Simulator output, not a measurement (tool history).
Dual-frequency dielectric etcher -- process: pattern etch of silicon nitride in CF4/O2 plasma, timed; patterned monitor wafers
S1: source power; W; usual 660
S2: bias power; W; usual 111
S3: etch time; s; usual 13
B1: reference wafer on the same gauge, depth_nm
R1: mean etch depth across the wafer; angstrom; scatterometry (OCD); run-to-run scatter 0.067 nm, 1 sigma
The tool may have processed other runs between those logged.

{"run": 1, "hour": 0.0, "S1": 690, "S2": 111, "S3": 13, "B1": 30.19, "R1": 288.2}
{"run": 2, "hour": 34.3, "S1": 690, "S2": 111, "S3": 13, "B1": 30.21, "R1": 287.4}
{"run": 3, "hour": 67.7, "S1": 690, "S2": 111, "S3": 13, "B1": 30.23, "R1": 287.9}
{"run": 4, "hour": 87.1, "S1": 660, "S2": 111, "S3": 14.5, "B1": 30.22, "R1": 308.7}
{"run": 5, "hour": 100.7, "S1": 660, "S2": 111, "S3": 14.5, "B1": 30.23, "R1": 310.2}
{"run": 6, "hour": 120.2, "S1": 660, "S2": 111, "S3": 13, "B1": 30.2, "R1": 278.2}
{"run": 7, "hour": 144.7, "S1": 660, "S2": 111, "S3": 13, "B1": 30.23, "R1": 277.4}
{"hour": 159.8, "done": "source power generator calibrated"}
{"run": 8, "hour": 160.3, "S1": 660, "S2": 111, "S3": 13, "B1": 30.2, "R1": 279}
{"hour": 203.9, "done": "wet clean of the chamber"}
{"hour": 213.1, "done": "bias power generator calibrated"}
{"hour": 223.5, "done": "upper electrode replaced, of another model than before"}
{"run": 9, "hour": 224.0, "S1": 660, "S2": 111, "S3": 13, "B1": 30.19, "R1": 264.6}
{"run": 10, "hour": 224.3, "S1": 560, "S2": 123, "S3": 13, "B1": 30.23, "R1": 247}
{"run": 11, "hour": 251.6, "S1": 660, "S2": 111, "S3": 13, "B1": 30.19, "R1": 265.1}
{"run": 12, "hour": 266.0, "S1": 610, "S2": 111, "S3": 10, "B1": 30.23, "R1": 195.7}
{"hour": 268.0, "done": "gauge calibrated"}
{"run": 13, "hour": 294.3, "S1": 800, "S2": 120, "S3": 16.5, "B1": 30.22, "R1": 384.8}
{"run": 14, "hour": 311.5, "S1": 660, "S2": 111, "S3": 13, "B1": 30.2, "R1": 267.2}
{"run": 15, "hour": 329.5, "S1": 660, "S2": 100, "S3": 13, "B1": 30.21, "R1": 263.3}

Expected results for the next run?
{"run": 16, "hour": 345.2, "S1": 660, "S2": 111, "S3": 10, "B1": "?", "R1": "?"}

B1: 30.21
R1: 205.4 angstrom
Minus the tool's unlogged condition, the same run would have read R1 202.9 angstrom.

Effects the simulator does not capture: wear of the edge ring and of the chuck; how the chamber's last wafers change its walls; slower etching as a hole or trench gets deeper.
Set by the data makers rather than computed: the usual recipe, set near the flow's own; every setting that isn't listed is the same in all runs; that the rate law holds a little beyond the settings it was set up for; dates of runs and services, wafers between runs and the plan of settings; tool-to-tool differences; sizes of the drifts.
